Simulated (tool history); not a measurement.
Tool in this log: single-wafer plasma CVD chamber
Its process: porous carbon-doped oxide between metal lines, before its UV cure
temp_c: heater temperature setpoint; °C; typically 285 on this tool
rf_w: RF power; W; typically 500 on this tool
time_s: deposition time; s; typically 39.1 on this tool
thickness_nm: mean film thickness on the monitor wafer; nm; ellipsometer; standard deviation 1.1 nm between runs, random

run    hour  temp_c  rf_w  time_s  read-back reference wafer on the same gauge, thickness_nm  thickness_nm
  1       0     285   500    39.1                                                    271.251       218.856
  2    53.8     285   500    39.1                                                    270.556       217.157
  3    78.6     285   500    39.1                                                    270.786       216.249
  4   136.7     285   500    39.1                                                      271.1       217.936
  5   188.5     285   500    39.1                                                    270.749       214.759
  6   214.9     285   500    39.1                                                    270.893       213.928
  7   276.3     277   500    37.2                                                    270.918       215.522
  8   323.7     277   500    37.2                                                    270.558       214.125
  9   354.2     277   500    37.2                                                    271.073       213.666
 10     416     276   500    39.1                                                    270.925       223.182
 11   458.5     285   500    39.1                                                    270.841       209.359
 12   493.5     285   500    39.1                                                    271.165       233.256
 13     534     285   500    39.1                                                    271.292       231.319
 14   604.9     285   500    39.1                                                    271.432       233.148
 15   668.3     285   500    39.1                                                     271.04       231.606
 16   692.5     285   500    39.1                                                    271.096       231.205
 17   725.2     294   500    42.4                                                    270.964       237.663
 18   768.5     272   525    39.1                                                    270.893       264.709
 19   831.5     296   500    35.3                                                    270.992       193.103
 20   866.8     277   575    35.7                                                    271.141       248.911
 21     902     296   415    39.1                                                    270.897       178.535
 22     936     299   465    39.1                                                    270.998       195.245
 23  1004.7     285   500    39.1                                                     270.87       241.053
 24  1064.1     280   500    39.1                                                    271.038       246.287
 25  1132.8     285   455    39.1                                                    270.788       220.048
 26  1159.9     285   500    35.6                                                    271.122       217.977
 27  1201.7     290   545    35.2                                                    270.847       222.278
 28  1267.4     277   500    32.7                                                    270.977       211.893
 29  1314.7     296   435      33                                                    270.691       165.007
 30  1385.4     273   500    31.4                                                    271.046       209.701
 31    1420     285   500    39.1                                                    271.072       237.483
 32  1451.9     273   500    31.4                                                    270.966       210.342

Put back what was entered between runs (5 entries, withheld): which listed runs does each sit between, and how does the hidden state differ from the listed run before to the listed run after?
In the gap between runs 4 and 5: gauge calibrated (hour 137)
  wafer temperature above the value expected at the setpoint (K): 2.99 -> 3.15; delivered RF power above the setpoint (%): -8.8 -> -9.17
  measured value less the no-hidden-state value, thickness_nm: -23.738 -> -24.63 nm
In the gap between runs 11 and 12: RF generator calibrated (hour 468); showerhead replaced (hour 469.3)
  wafer temperature above the value expected at the setpoint (K): 4.08 -> 4.2; delivered RF power above the setpoint (%): -11.2 -> -0.0634
  measured value less the no-hidden-state value, thickness_nm: -30.99 -> -7.117 nm
In the gap between runs 22 and 23: thermocouple changed; heater temperature recalibrated (hour 980.7)
  wafer temperature above the value expected at the setpoint (K): 6.02 -> -0.376; delivered RF power above the setpoint (%): -0.413 -> -0.524
  measured value less the no-hidden-state value, thickness_nm: -8.338 -> -0.445 nm
In the gap between runs 24 and 25: gauge calibrated (hour 1091.1)
  wafer temperature above the value expected at the setpoint (K): -0.37 -> -0.356; delivered RF power above the setpoint (%): -0.631 -> -0.77
  measured value less the no-hidden-state value, thickness_nm: -0.676 -> -1.128 nm
